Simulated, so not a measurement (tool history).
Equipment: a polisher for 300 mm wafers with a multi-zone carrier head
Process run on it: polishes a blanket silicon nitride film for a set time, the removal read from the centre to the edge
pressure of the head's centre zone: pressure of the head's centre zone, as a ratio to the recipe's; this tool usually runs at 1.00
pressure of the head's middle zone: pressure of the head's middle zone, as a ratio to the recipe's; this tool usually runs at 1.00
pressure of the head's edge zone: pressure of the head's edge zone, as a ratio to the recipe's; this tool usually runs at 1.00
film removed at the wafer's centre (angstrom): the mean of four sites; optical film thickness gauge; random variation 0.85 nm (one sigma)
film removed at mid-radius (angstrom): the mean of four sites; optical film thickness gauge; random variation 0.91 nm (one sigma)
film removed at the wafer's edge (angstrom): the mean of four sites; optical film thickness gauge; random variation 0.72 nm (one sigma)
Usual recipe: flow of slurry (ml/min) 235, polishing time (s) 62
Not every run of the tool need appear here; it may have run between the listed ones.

run,hour,flow of slurry (ml/min),pressure of the head's centre zone,pressure of the head's middle zone,pressure of the head's edge zone,polishing time (s),"incoming thickness of the incoming film, nm",film removed at the wafer's centre (angstrom),film removed at mid-radius (angstrom),film removed at the wafer's edge (angstrom)
1,0.0,235,1.00,0.90,1.00,41,823.3,633,586,647
2,16.2,200,1.11,0.95,1.00,62,838.2,1010,889,952
3,43.4,290,1.11,0.95,0.89,62,845.6,1068,931,947
4,60.7,170,1.05,1.00,1.00,62,837.9,890,866,920
5,94.2,290,1.00,1.00,0.93,62,849.9,957,952,974
# hour 100.7: slurry nozzle cleaned
6,118.6,190,1.00,1.00,1.00,78,836.0,1250,1257,1266
# hour 132.3: worn pad replaced by a new one
7,138.3,235,1.00,1.00,1.00,62,833.9,1030,1018,1037
8,163.2,235,1.00,1.00,1.00,62,836.3,1017,1010,1041
# hour 167.0: edge zone pressure recalibrated
9,180.3,285,1.00,1.00,1.00,62,836.0,1051,1049,1048
10,194.8,235,0.91,1.00,0.91,62,838.8,943,1019,976
11,208.2,235,1.00,1.00,1.07,62,852.6,1006,1015,1055
12,225.8,235,1.00,0.96,1.00,80,829.1,1308,1281,1317
13,250.5,290,1.11,0.95,0.89,62,830.2,1129,1003,985
14,269.3,235,1.00,1.00,1.00,62,845.9,1017,999,1023
15,284.7,170,1.00,1.12,1.09,46,850.4,703,774,753
16,315.0,235,1.00,1.06,1.00,62,835.9,1003,1048,1016
17,346.2,280,1.00,1.00,0.93,62,831.7,1009,1016,1000
# hour 365.9: worn pad replaced by a new one
18,371.5,235,1.00,1.00,0.90,62,836.9,984,992,957
19,387.7,235,1.00,1.00,0.91,62,833.3,975,989,967
20,401.8,235,1.00,1.06,1.00,62,837.0,974,1024,1003
21,430.1,165,1.00,1.00,1.00,62,846.7,906,922,966
22,478.6,235,1.05,1.04,0.90,83,836.9,1353,1340,1261

What if the next run were any one of these 4? Each begins from the tool's condition after run 22:
A,479.0,290,1.00,1.00,1.00,62,836.7,?,?,?
B,479.0,270,0.95,0.90,0.96,62,836.7,?,?,?
C,479.0,235,1.00,1.00,1.07,80,836.7,?,?,?
D,479.0,235,1.00,0.90,1.00,62,836.7,?,?,?

run,film removed at the wafer's centre (angstrom),film removed at mid-radius (angstrom),film removed at the wafer's edge (angstrom)
A,996,1006,1038
B,943,917,1012
C,1241,1258,1352
D,961,897,1015
Had the tool no hidden state, the same runs would have come out as:
run,film removed at the wafer's centre (angstrom),film removed at mid-radius (angstrom),film removed at the wafer's edge (angstrom)
A,1065,1052,1073
B,1012,961,1049
C,1341,1328,1407
D,1039,947,1057

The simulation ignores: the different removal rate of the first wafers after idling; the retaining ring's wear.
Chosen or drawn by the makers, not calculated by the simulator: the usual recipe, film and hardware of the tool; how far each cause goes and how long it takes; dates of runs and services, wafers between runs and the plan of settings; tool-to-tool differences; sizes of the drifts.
